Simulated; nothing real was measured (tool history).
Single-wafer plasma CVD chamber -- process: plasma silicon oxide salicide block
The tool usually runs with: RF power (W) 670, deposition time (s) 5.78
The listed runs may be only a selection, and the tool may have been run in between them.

run,hour,RF power (W),deposition time (s),wafers since the last listed run,hours since the last RF generator calibration,hours since the showerhead was replaced,hours since the gauge calibration,"read-back reference wafer on the same gauge, thickness_nm",mean film thickness on the monitor wafer (angstrom)
1,0,670,5.78,0,896.9,2448.5,610.5,52.082,587.26
2,15.6,670,5.78,460,912.5,2464.1,626.1,52.076,585.16
3,32.5,670,5.78,498,929.4,2481,643,52.066,582.52
4,53,670,5.78,604,949.9,2501.5,663.5,52.057,591.44
5,82.4,670,5.78,867,979.3,2530.9,692.9,52.122,583.22
6,116.2,670,5.78,997,1013.1,2564.7,726.7,52.082,583.19
7,135.8,670,5.78,578,1032.7,2584.3,746.3,52.173,589.57
8,152.7,670,5.78,498,1049.6,2601.2,763.2,52.142,585.54
9,187.9,670,5.34,1038,1084.8,2636.4,798.4,52.108,543.07
10,200.1,745,4.88,359,1097,2648.6,810.6,52.189,513.5
11,228.9,670,5.48,849,1125.8,2677.4,839.4,52.063,554.3
12,261.3,670,5.48,955,1158.2,2709.8,871.8,52.135,558.21
13,276.7,670,5.48,454,1173.6,2725.2,887.2,52.262,554.21
14,302.2,670,5.13,752,1199.1,2750.7,912.7,52.136,520.62
15,324.6,670,5.13,660,1221.5,2773.1,935.1,52.136,515.92
16,360,670,5.13,1044,1256.9,2808.5,970.5,52.125,520.75
17,373.5,670,5.78,398,1270.4,2822,984,51.991,588.52
# hour 398.4: gauge calibrated
# hour 406.9: RF generator calibrated
18,407.4,670,5.78,764,0.5,2855.9,9,52.148,584.24
19,430.8,585,6.76,690,23.9,2879.3,32.4,52.03,650.12
20,466.5,790,6.4,1053,59.6,2915,68.1,52.145,687.73
21,499.1,630,6.51,961,92.2,2947.6,100.7,52.137,647.98
22,527.5,670,5.78,837,120.6,2976,129.1,52.08,585.66
23,544.1,670,5.29,489,137.2,2992.6,145.7,52.06,536.01
# hour 552.7: showerhead replaced
24,568.2,590,5.48,475,161.3,15.5,169.8,52.134,529.91
25,593.8,800,4.75,755,186.9,41.1,195.4,52.148,510.76
26,617,590,5.34,684,210.1,64.3,218.6,52.089,520.68
27,646.8,585,5.78,879,239.9,94.1,248.4,52.124,558.29
28,662.4,670,6.14,460,255.5,109.7,264,52.088,618.98
29,688.8,755,5.28,778,281.9,136.1,290.4,51.949,558.56
30,715.7,670,5.45,793,308.8,163,317.3,52.198,551.45

Expected results for the next run?
31,738.5,670,5.45,672,331.6,185.8,340.1,?,?

Logged for run 31: read-back reference wafer on the same gauge, thickness_nm 52.118, mean film thickness on the monitor wafer (angstrom) 552.45.
With the hidden condition absent and the run-to-run variation left alone, this run would have shown mean film thickness on the monitor wafer (angstrom) 552.45.

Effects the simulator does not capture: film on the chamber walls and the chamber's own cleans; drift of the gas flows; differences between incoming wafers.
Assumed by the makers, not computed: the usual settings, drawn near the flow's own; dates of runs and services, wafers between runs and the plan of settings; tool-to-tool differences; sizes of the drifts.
